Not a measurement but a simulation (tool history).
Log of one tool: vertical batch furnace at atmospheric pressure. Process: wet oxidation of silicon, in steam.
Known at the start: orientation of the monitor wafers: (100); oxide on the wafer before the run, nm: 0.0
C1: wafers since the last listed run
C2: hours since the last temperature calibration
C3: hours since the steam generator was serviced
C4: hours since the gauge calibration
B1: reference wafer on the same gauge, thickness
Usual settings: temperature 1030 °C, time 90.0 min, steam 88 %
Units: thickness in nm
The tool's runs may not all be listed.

{"run": 1, "hour": 0.0, "temperature": 1030, "time": 90.0, "steam": 88, "C1": 0, "C2": 2101.0, "C3": 1521.1, "C4": 581.1, "B1": 568.21, "thickness": 638.76}
{"run": 2, "hour": 24.6, "temperature": 1030, "time": 90.0, "steam": 81, "C1": 230, "C2": 2125.6, "C3": 1545.7, "C4": 605.7, "B1": 568.8, "thickness": 604.99}
{"run": 3, "hour": 60.4, "temperature": 1030, "time": 90.0, "steam": 81, "C1": 336, "C2": 2161.4, "C3": 1581.5, "C4": 641.5, "B1": 567.66, "thickness": 609.69}
{"run": 4, "hour": 86.1, "temperature": 1030, "time": 90.0, "steam": 81, "C1": 241, "C2": 2187.1, "C3": 1607.2, "C4": 667.2, "B1": 568.15, "thickness": 603.99}
{"run": 5, "hour": 111.9, "temperature": 1030, "time": 90.0, "steam": 88, "C1": 242, "C2": 2212.9, "C3": 1633.0, "C4": 693.0, "B1": 567.84, "thickness": 636.76}
{"run": 6, "hour": 129.3, "temperature": 1030, "time": 90.0, "steam": 88, "C1": 163, "C2": 2230.3, "C3": 1650.4, "C4": 710.4, "B1": 567.6, "thickness": 639.61}
{"run": 7, "hour": 160.6, "temperature": 1030, "time": 73.5, "steam": 88, "C1": 293, "C2": 2261.6, "C3": 1681.7, "C4": 741.7, "B1": 567.61, "thickness": 562.8}
{"run": 8, "hour": 181.1, "temperature": 1030, "time": 73.5, "steam": 88, "C1": 192, "C2": 2282.1, "C3": 1702.2, "C4": 762.2, "B1": 567.95, "thickness": 564.45}
{"hour": 222.1, "done": "thermocouples replaced and temperature profile calibrated"}
{"run": 9, "hour": 222.6, "temperature": 1030, "time": 73.5, "steam": 88, "C1": 164, "C2": 0.5, "C3": 1743.7, "C4": 803.7, "B1": 568.29, "thickness": 562.35}
{"run": 10, "hour": 236.9, "temperature": 1030, "time": 90.0, "steam": 88, "C1": 134, "C2": 14.8, "C3": 1758.0, "C4": 818.0, "B1": 567.81, "thickness": 636.92}
{"run": 11, "hour": 253.9, "temperature": 1030, "time": 65.0, "steam": 88, "C1": 159, "C2": 31.8, "C3": 1775.0, "C4": 835.0, "B1": 567.17, "thickness": 521.48}
{"run": 12, "hour": 275.4, "temperature": 1030, "time": 90.0, "steam": 88, "C1": 201, "C2": 53.3, "C3": 1796.5, "C4": 856.5, "B1": 568.25, "thickness": 636.65}
{"hour": 277.5, "done": "gauge calibrated"}
{"run": 13, "hour": 300.2, "temperature": 1030, "time": 90.0, "steam": 88, "C1": 232, "C2": 78.1, "C3": 1821.3, "C4": 22.7, "B1": 567.82, "thickness": 640.31}
{"run": 14, "hour": 316.7, "temperature": 1038, "time": 90.0, "steam": 88, "C1": 154, "C2": 94.6, "C3": 1837.8, "C4": 39.2, "B1": 568.37, "thickness": 665.84}
{"run": 15, "hour": 345.7, "temperature": 1038, "time": 90.0, "steam": 88, "C1": 272, "C2": 123.6, "C3": 1866.8, "C4": 68.2, "B1": 567.86, "thickness": 668.07}
{"run": 16, "hour": 370.0, "temperature": 1038, "time": 90.0, "steam": 88, "C1": 228, "C2": 147.9, "C3": 1891.1, "C4": 92.5, "B1": 568.03, "thickness": 669.99}
{"run": 17, "hour": 388.5, "temperature": 1030, "time": 90.0, "steam": 88, "C1": 173, "C2": 166.4, "C3": 1909.6, "C4": 111.0, "B1": 568.39, "thickness": 639.55}
{"run": 18, "hour": 415.5, "temperature": 1030, "time": 90.0, "steam": 88, "C1": 253, "C2": 193.4, "C3": 1936.6, "C4": 138.0, "B1": 567.55, "thickness": 639.52}
{"run": 19, "hour": 429.2, "temperature": 1046, "time": 56.5, "steam": 93, "C1": 128, "C2": 207.1, "C3": 1950.3, "C4": 151.7, "B1": 568.15, "thickness": 540.95}
{"run": 20, "hour": 447.9, "temperature": 1046, "time": 61.5, "steam": 88, "C1": 175, "C2": 225.8, "C3": 1969.0, "C4": 170.4, "B1": 568.45, "thickness": 549.47}
{"run": 21, "hour": 479.5, "temperature": 1019, "time": 47.5, "steam": 97, "C1": 296, "C2": 257.4, "C3": 2000.6, "C4": 202.0, "B1": 567.86, "thickness": 424.53}
{"run": 22, "hour": 513.8, "temperature": 1009, "time": 119.5, "steam": 82, "C1": 322, "C2": 291.7, "C3": 2034.9, "C4": 236.3, "B1": 568.15, "thickness": 643.44}
{"run": 23, "hour": 538.7, "temperature": 1030, "time": 90.0, "steam": 88, "C1": 233, "C2": 316.6, "C3": 2059.8, "C4": 261.2, "B1": 567.6, "thickness": 638.19}
{"hour": 569.5, "done": "steam generator serviced"}
{"run": 24, "hour": 570.0, "temperature": 1030, "time": 90.0, "steam": 88, "C1": 68, "C2": 347.9, "C3": 0.5, "C4": 292.5, "B1": 568.31, "thickness": 638.98}
{"run": 25, "hour": 575.8, "temperature": 1030, "time": 90.0, "steam": 88, "C1": 54, "C2": 353.7, "C3": 6.3, "C4": 298.3, "B1": 568.09, "thickness": 637.47}
{"run": 26, "hour": 595.6, "temperature": 1030, "time": 90.0, "steam": 92, "C1": 185, "C2": 373.5, "C3": 26.1, "C4": 318.1, "B1": 567.97, "thickness": 653.54}
{"run": 27, "hour": 618.3, "temperature": 1023, "time": 66.5, "steam": 82, "C1": 213, "C2": 396.2, "C3": 48.8, "C4": 340.8, "B1": 568.05, "thickness": 483.29}
{"run": 28, "hour": 634.8, "temperature": 1015, "time": 104.5, "steam": 88, "C1": 154, "C2": 412.7, "C3": 65.3, "C4": 357.3, "B1": 568.16, "thickness": 644.74}
{"run": 29, "hour": 647.3, "temperature": 1030, "time": 102.0, "steam": 88, "C1": 117, "C2": 425.2, "C3": 77.8, "C4": 369.8, "B1": 567.73, "thickness": 687.76}
{"run": 30, "hour": 667.1, "temperature": 1030, "time": 90.0, "steam": 88, "C1": 185, "C2": 445.0, "C3": 97.6, "C4": 389.6, "B1": 567.25, "thickness": 641.39}
{"run": 31, "hour": 681.2, "temperature": 1030, "time": 90.0, "steam": 88, "C1": 132, "C2": 459.1, "C3": 111.7, "C4": 403.7, "B1": 567.87, "thickness": 641.63}
{"run": 32, "hour": 703.4, "temperature": 1008, "time": 112.5, "steam": 88, "C1": 208, "C2": 481.3, "C3": 133.9, "C4": 425.9, "B1": 568.14, "thickness": 648.67}
{"run": 33, "hour": 739.1, "temperature": 1050, "time": 63.5, "steam": 92, "C1": 335, "C2": 517.0, "C3": 169.6, "C4": 461.6, "B1": 567.8, "thickness": 590.05}
{"run": 34, "hour": 774.2, "temperature": 1030, "time": 132.5, "steam": 88, "C1": 329, "C2": 552.1, "C3": 204.7, "C4": 496.7, "B1": 567.81, "thickness": 802.66}
{"run": 35, "hour": 786.5, "temperature": 1010, "time": 78.0, "steam": 97, "C1": 115, "C2": 564.4, "C3": 217.0, "C4": 509.0, "B1": 567.97, "thickness": 551.61}
{"run": 36, "hour": 808.5, "temperature": 1017, "time": 90.0, "steam": 88, "C1": 206, "C2": 586.4, "C3": 239.0, "C4": 531.0, "B1": 567.91, "thickness": 589.75}
{"run": 37, "hour": 841.0, "temperature": 1011, "time": 113.5, "steam": 83, "C1": 305, "C2": 618.9, "C3": 271.5, "C4": 563.5, "B1": 568.52, "thickness": 637.16}
{"run": 38, "hour": 863.3, "temperature": 1055, "time": 90.0, "steam": 88, "C1": 209, "C2": 641.2, "C3": 293.8, "C4": 585.8, "B1": 568.63, "thickness": 722.71}
{"run": 39, "hour": 885.9, "temperature": 1030, "time": 72.0, "steam": 82, "C1": 212, "C2": 663.8, "C3": 316.4, "C4": 608.4, "B1": 567.4, "thickness": 532.68}

3 ways to go on from here, each from the tool as it stands after run 39. What would each give?
{"run": "A", "hour": 891.8, "temperature": 1047, "time": 90.0, "steam": 88, "C1": 55, "C2": 669.7, "C3": 322.3, "C4": 614.3, "B1": "?", "thickness": "?"}
{"run": "B", "hour": 891.8, "temperature": 1048, "time": 126.5, "steam": 79, "C1": 55, "C2": 669.7, "C3": 322.3, "C4": 614.3, "B1": "?", "thickness": "?"}
{"run": "C", "hour": 891.8, "temperature": 1018, "time": 59.5, "steam": 82, "C1": 55, "C2": 669.7, "C3": 322.3, "C4": 614.3, "B1": "?", "thickness": "?"}

run=A B1=568.66 thickness=694.72
run=B B1=568.66 thickness=800.31
run=C B1=568.66 thickness=434.84
Without the tool's hidden state the same runs would have given:
run=A thickness=694.72
run=B thickness=800.31
run=C thickness=434.84
